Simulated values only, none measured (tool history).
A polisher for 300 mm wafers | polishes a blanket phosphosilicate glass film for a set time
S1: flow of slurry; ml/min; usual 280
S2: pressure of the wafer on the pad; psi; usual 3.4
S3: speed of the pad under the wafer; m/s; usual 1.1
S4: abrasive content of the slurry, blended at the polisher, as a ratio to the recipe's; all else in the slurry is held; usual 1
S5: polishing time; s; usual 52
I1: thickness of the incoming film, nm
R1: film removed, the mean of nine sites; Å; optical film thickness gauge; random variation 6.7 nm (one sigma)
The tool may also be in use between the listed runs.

run	hour	S1	S2	S3	S4	S5	I1	R1
1	0	280	3.8	1.34	1	52	2125.6	8085
# hour 21.9: slurry blender recalibrated
2	108	280	3.8	1.34	1	52	2141.3	8023
# hour 134.6: worn pad replaced by a new one
3	162.2	375	2.5	0.74	1	58	2164.2	3780
4	209.4	280	3.4	1.1	1	52	2147.9	6214
# hour 300.9: head pressure recalibrated
# hour 320.7: conditioning disc replaced and pad reconditioned
# hour 446: slurry nozzle cleaned
5	449.9	245	4.1	1.1	1	40	2139.1	5208
6	506.8	245	2.6	1.46	1	47	2116.4	4968
7	594.6	280	3.4	1.1	1	52	2182.4	5936
8	687.7	185	2.4	1.3	0.8	52	2145.3	4126
9	741.9	280	3	1.1	0.9	52	2128.4	4985
# hour 821.1: slurry blender recalibrated
10	844.5	370	2.7	0.88	1	46	2190.8	3620
11	906.4	280	4	1.1	0.75	66	2188.4	7707
# hour 932.5: worn pad replaced by a new one, of another model than before
12	951.8	375	2.7	1.1	1.25	36	2182.3	3923
13	989.9	280	3.4	1.1	1	52	2120.5	5881
14	1029.3	280	4.2	1.3	1	52	2120.4	7382
15	1084.8	280	2.4	1.1	1	37	2152.9	3394
# hour 1094.5: conditioning disc replaced and pad reconditioned
16	1133.5	280	4.2	1.1	1	52	2179.9	6815
17	1205.6	220	3.4	1.1	1	44	2156.3	4897
# hour 1266.3: slurry nozzle cleaned
18	1287.2	280	3.4	1.1	1	52	2191.9	5844
19	1361.2	280	3.4	1.1	1	52	2170	5952
# hour 1404.8: head pressure recalibrated
20	1468.2	280	3.4	1.1	1	52	2121.2	5664
21	1528	280	3.4	1.1	1	52	2140.7	5801
22	1565	325	3.4	1.1	1	52	2143.3	5907
# hour 1568.1: slurry blender recalibrated
23	1665.5	195	3.4	0.78	0.85	63	2122.3	5481
# hour 1681: worn pad replaced by a new one
# hour 1732.8: conditioning disc replaced and pad reconditioned
24	1738.2	210	3.4	1.1	1	46	2156.3	5037
25	1839.3	280	3.4	1.1	0.7	69	2149.4	6438

4 ways to go on from here, each from the tool as it stands after run 25. What would each give?
A	1839.7	280	3.4	1.1	1	52	2149.8	?
B	1839.7	280	3.8	1.44	1	52	2149.8	?
C	1839.7	280	3.8	1.1	1.1	65	2149.8	?
D	1839.7	195	2.6	1.1	1	52	2149.8	?

run	R1
A	6001
B	7392
C	8465
D	4754
Without the tool's hidden state the same runs would have given:
run	R1
A	5741
B	7072
C	8099
D	4548
